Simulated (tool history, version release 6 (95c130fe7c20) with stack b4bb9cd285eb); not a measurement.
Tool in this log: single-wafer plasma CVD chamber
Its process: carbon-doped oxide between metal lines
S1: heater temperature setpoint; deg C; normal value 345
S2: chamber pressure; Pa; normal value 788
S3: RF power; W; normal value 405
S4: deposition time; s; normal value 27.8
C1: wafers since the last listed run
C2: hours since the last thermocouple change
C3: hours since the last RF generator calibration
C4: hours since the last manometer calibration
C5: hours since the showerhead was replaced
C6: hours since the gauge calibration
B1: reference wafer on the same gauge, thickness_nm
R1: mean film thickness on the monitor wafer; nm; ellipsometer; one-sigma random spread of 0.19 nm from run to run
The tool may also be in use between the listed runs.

run	hour	S1	S2	S3	S4	C1	C2	C3	C4	C5	C6	B1	R1
1	0	345	788	405	27.8	0	1874.6	840.3	1876.7	3838.9	368.6	136.955	128.701
2	28.5	345	788	405	27.8	781	1903.1	868.8	1905.2	3867.4	397.1	137.139	129.283
3	62.6	345	788	405	27.8	935	1937.2	902.9	1939.3	3901.5	431.2	136.99	128.922
4	75.9	345	788	405	27.8	364	1950.5	916.2	1952.6	3914.8	444.5	136.996	128.979
5	101.2	336	788	405	27.8	694	1975.8	941.5	1977.9	3940.1	469.8	136.991	132.345
6	122.9	336	788	405	27.8	595	1997.5	963.2	1999.6	3961.8	491.5	137.016	132.443
# hour 155.6: RF generator calibrated
7	156.1	336	788	405	27.8	691	2030.7	0.5	2032.8	3995	524.7	136.933	133.192
8	175.1	349	788	405	27.8	521	2049.7	19.5	2051.8	4014	543.7	137.02	128.916
9	195.9	345	788	405	24.4	570	2070.5	40.3	2072.6	4034.8	564.5	136.995	114.348
10	208.3	345	788	405	27.8	340	2082.9	52.7	2085	4047.2	576.9	136.942	130.246
11	231.5	345	788	455	27.8	636	2106.1	75.9	2108.2	4070.4	600.1	136.938	144.792
# hour 263.3: thermocouple changed; heater temperature recalibrated
12	263.8	359	788	405	27.8	666	0.5	108.2	2140.5	4102.7	632.4	136.974	123.786
13	277.7	345	967	335	27.8	381	14.4	122.1	2154.4	4116.6	646.3	136.955	106.692
14	319.9	340	619	405	32	1157	56.6	164.3	2196.6	4158.8	688.5	137.139	145.364

Predict the results of run 15:
# hour 362.4: showerhead replaced
15	405.6	337	621	385	27.8	2131	142.3	250	2282.3	43.2	774.2	?	?

B1: 136.933
R1: 121.716 nm
If the tool had no hidden condition, the same run with the same run-to-run variation would have returned R1 122.224 nm.
